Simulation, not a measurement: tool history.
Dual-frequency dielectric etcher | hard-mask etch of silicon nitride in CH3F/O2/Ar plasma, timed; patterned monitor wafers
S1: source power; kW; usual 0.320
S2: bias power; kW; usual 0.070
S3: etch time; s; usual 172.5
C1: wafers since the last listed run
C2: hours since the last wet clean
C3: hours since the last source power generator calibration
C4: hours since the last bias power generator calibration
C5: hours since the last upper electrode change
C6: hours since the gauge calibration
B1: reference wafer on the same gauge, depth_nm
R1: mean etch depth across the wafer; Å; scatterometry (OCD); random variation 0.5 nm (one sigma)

{"run": 1, "hour": 0.0, "S1": 0.32, "S2": 0.07, "S3": 172.5, "C1": 0, "C2": 450.5, "C3": 3901.4, "C4": 3419.3, "C5": 4393.6, "C6": 1159.0, "B1": 116.9, "R1": 1025}
{"hour": 57.0, "done": "wet clean of the chamber"}
{"run": 2, "hour": 101.7, "S1": 0.32, "S2": 0.07, "S3": 172.5, "C1": 376, "C2": 44.7, "C3": 4003.1, "C4": 3521.0, "C5": 4495.3, "C6": 1260.7, "B1": 117.0, "R1": 1070}
{"run": 3, "hour": 138.5, "S1": 0.32, "S2": 0.07, "S3": 172.5, "C1": 178, "C2": 81.5, "C3": 4039.9, "C4": 3557.8, "C5": 4532.1, "C6": 1297.5, "B1": 117.0, "R1": 1068}
{"run": 4, "hour": 176.3, "S1": 0.32, "S2": 0.07, "S3": 172.5, "C1": 183, "C2": 119.3, "C3": 4077.7, "C4": 3595.6, "C5": 4569.9, "C6": 1335.3, "B1": 117.3, "R1": 1054}
{"run": 5, "hour": 215.0, "S1": 0.32, "S2": 0.07, "S3": 172.5, "C1": 187, "C2": 158.0, "C3": 4116.4, "C4": 3634.3, "C5": 4608.6, "C6": 1374.0, "B1": 117.0, "R1": 1061}
{"hour": 221.1, "done": "bias power generator calibrated"}
{"run": 6, "hour": 282.8, "S1": 0.32, "S2": 0.07, "S3": 172.5, "C1": 309, "C2": 225.8, "C3": 4184.2, "C4": 61.7, "C5": 4676.4, "C6": 1441.8, "B1": 117.0, "R1": 1048}
{"run": 7, "hour": 308.4, "S1": 0.32, "S2": 0.07, "S3": 172.5, "C1": 124, "C2": 251.4, "C3": 4209.8, "C4": 87.3, "C5": 4702.0, "C6": 1467.4, "B1": 116.8, "R1": 1050}
{"run": 8, "hour": 341.9, "S1": 0.32, "S2": 0.07, "S3": 172.5, "C1": 162, "C2": 284.9, "C3": 4243.3, "C4": 120.8, "C5": 4735.5, "C6": 1500.9, "B1": 116.7, "R1": 1032}
{"run": 9, "hour": 407.3, "S1": 0.38, "S2": 0.084, "S3": 191.5, "C1": 316, "C2": 350.3, "C3": 4308.7, "C4": 186.2, "C5": 4800.9, "C6": 1566.3, "B1": 117.0, "R1": 1303}
{"hour": 499.1, "done": "wet clean of the chamber"}
{"run": 10, "hour": 499.6, "S1": 0.39, "S2": 0.07, "S3": 172.5, "C1": 330, "C2": 0.5, "C3": 4401.0, "C4": 278.5, "C5": 4893.2, "C6": 1658.6, "B1": 117.0, "R1": 1184}
{"run": 11, "hour": 503.5, "S1": 0.25, "S2": 0.07, "S3": 224.0, "C1": 18, "C2": 4.4, "C3": 4404.9, "C4": 282.4, "C5": 4897.1, "C6": 1662.5, "B1": 117.2, "R1": 1262}
{"run": 12, "hour": 556.8, "S1": 0.32, "S2": 0.07, "S3": 172.5, "C1": 258, "C2": 57.7, "C3": 4458.2, "C4": 335.7, "C5": 4950.4, "C6": 1715.8, "B1": 117.1, "R1": 1072}
{"run": 13, "hour": 619.8, "S1": 0.32, "S2": 0.07, "S3": 172.5, "C1": 305, "C2": 120.7, "C3": 4521.2, "C4": 398.7, "C5": 5013.4, "C6": 1778.8, "B1": 116.8, "R1": 1078}
{"hour": 644.7, "done": "upper electrode replaced, of another model than before"}
{"hour": 663.4, "done": "gauge calibrated"}
{"run": 14, "hour": 682.0, "S1": 0.32, "S2": 0.053, "S3": 172.5, "C1": 185, "C2": 182.9, "C3": 4583.4, "C4": 460.9, "C5": 37.3, "C6": 18.6, "B1": 117.0, "R1": 926}
{"hour": 695.7, "done": "source power generator calibrated"}
{"run": 15, "hour": 741.9, "S1": 0.32, "S2": 0.07, "S3": 132.5, "C1": 270, "C2": 242.8, "C3": 46.2, "C4": 520.8, "C5": 97.2, "C6": 78.5, "B1": 116.9, "R1": 810}
{"run": 16, "hour": 767.5, "S1": 0.27, "S2": 0.082, "S3": 204.5, "C1": 124, "C2": 268.4, "C3": 71.8, "C4": 546.4, "C5": 122.8, "C6": 104.1, "B1": 116.9, "R1": 1268}
{"run": 17, "hour": 826.3, "S1": 0.32, "S2": 0.07, "S3": 172.5, "C1": 284, "C2": 327.2, "C3": 130.6, "C4": 605.2, "C5": 181.6, "C6": 162.9, "B1": 117.1, "R1": 1039}
{"run": 18, "hour": 931.3, "S1": 0.32, "S2": 0.07, "S3": 139.0, "C1": 508, "C2": 432.2, "C3": 235.6, "C4": 710.2, "C5": 286.6, "C6": 267.9, "B1": 116.9, "R1": 827}
{"run": 19, "hour": 966.6, "S1": 0.32, "S2": 0.07, "S3": 172.5, "C1": 171, "C2": 467.5, "C3": 270.9, "C4": 745.5, "C5": 321.9, "C6": 303.2, "B1": 117.0, "R1": 1027}
{"hour": 997.8, "done": "wet clean of the chamber"}
{"run": 20, "hour": 1021.8, "S1": 0.32, "S2": 0.075, "S3": 172.5, "C1": 151, "C2": 24.0, "C3": 326.1, "C4": 800.7, "C5": 377.1, "C6": 358.4, "B1": 117.0, "R1": 1108}
{"run": 21, "hour": 1083.0, "S1": 0.32, "S2": 0.081, "S3": 172.5, "C1": 296, "C2": 85.2, "C3": 387.3, "C4": 861.9, "C5": 438.3, "C6": 419.6, "B1": 117.2, "R1": 1150}
{"run": 22, "hour": 1119.1, "S1": 0.32, "S2": 0.07, "S3": 172.5, "C1": 174, "C2": 121.3, "C3": 423.4, "C4": 898.0, "C5": 474.4, "C6": 455.7, "B1": 117.0, "R1": 1058}
{"run": 23, "hour": 1175.4, "S1": 0.39, "S2": 0.076, "S3": 172.5, "C1": 272, "C2": 177.6, "C3": 479.7, "C4": 954.3, "C5": 530.7, "C6": 512.0, "B1": 117.1, "R1": 1160}
{"run": 24, "hour": 1233.7, "S1": 0.32, "S2": 0.07, "S3": 172.5, "C1": 282, "C2": 235.9, "C3": 538.0, "C4": 1012.6, "C5": 589.0, "C6": 570.3, "B1": 117.2, "R1": 1041}
{"run": 25, "hour": 1296.4, "S1": 0.32, "S2": 0.064, "S3": 172.5, "C1": 303, "C2": 298.6, "C3": 600.7, "C4": 1075.3, "C5": 651.7, "C6": 633.0, "B1": 117.1, "R1": 997}
{"run": 26, "hour": 1338.1, "S1": 0.37, "S2": 0.061, "S3": 192.5, "C1": 202, "C2": 340.3, "C3": 642.4, "C4": 1117.0, "C5": 693.4, "C6": 674.7, "B1": 117.1, "R1": 1127}
{"run": 27, "hour": 1385.6, "S1": 0.24, "S2": 0.063, "S3": 146.0, "C1": 230, "C2": 387.8, "C3": 689.9, "C4": 1164.5, "C5": 740.9, "C6": 722.2, "B1": 117.1, "R1": 763}
{"run": 28, "hour": 1429.1, "S1": 0.25, "S2": 0.07, "S3": 172.5, "C1": 210, "C2": 431.3, "C3": 733.4, "C4": 1208.0, "C5": 784.4, "C6": 765.7, "B1": 117.3, "R1": 964}
{"run": 29, "hour": 1453.1, "S1": 0.26, "S2": 0.086, "S3": 172.5, "C1": 116, "C2": 455.3, "C3": 757.4, "C4": 1232.0, "C5": 808.4, "C6": 789.7, "B1": 116.9, "R1": 1078}
{"hour": 1500.1, "done": "wet clean of the chamber"}
{"run": 30, "hour": 1500.6, "S1": 0.38, "S2": 0.07, "S3": 123.5, "C1": 113, "C2": 0.5, "C3": 804.9, "C4": 1279.5, "C5": 855.9, "C6": 837.2, "B1": 117.0, "R1": 805}

3 ways to go on from here, each from the tool as it stands after run 30. What would each give?
{"run": "A", "hour": 1501.1, "S1": 0.24, "S2": 0.07, "S3": 172.5, "C1": 2, "C2": 1.0, "C3": 805.4, "C4": 1280.0, "C5": 856.4, "C6": 837.7, "B1": "?", "R1": "?"}
{"run": "B", "hour": 1501.1, "S1": 0.28, "S2": 0.053, "S3": 188.0, "C1": 2, "C2": 1.0, "C3": 805.4, "C4": 1280.0, "C5": 856.4, "C6": 837.7, "B1": "?", "R1": "?"}
{"run": "C", "hour": 1501.1, "S1": 0.28, "S2": 0.064, "S3": 190.5, "C1": 2, "C2": 1.0, "C3": 805.4, "C4": 1280.0, "C5": 856.4, "C6": 837.7, "B1": "?", "R1": "?"}

run=A B1=116.9 R1=990
run=B B1=116.9 R1=982
run=C B1=116.9 R1=1091
Without the tool's hidden state the same runs would have given:
run=A R1=995
run=B R1=986
run=C R1=1096
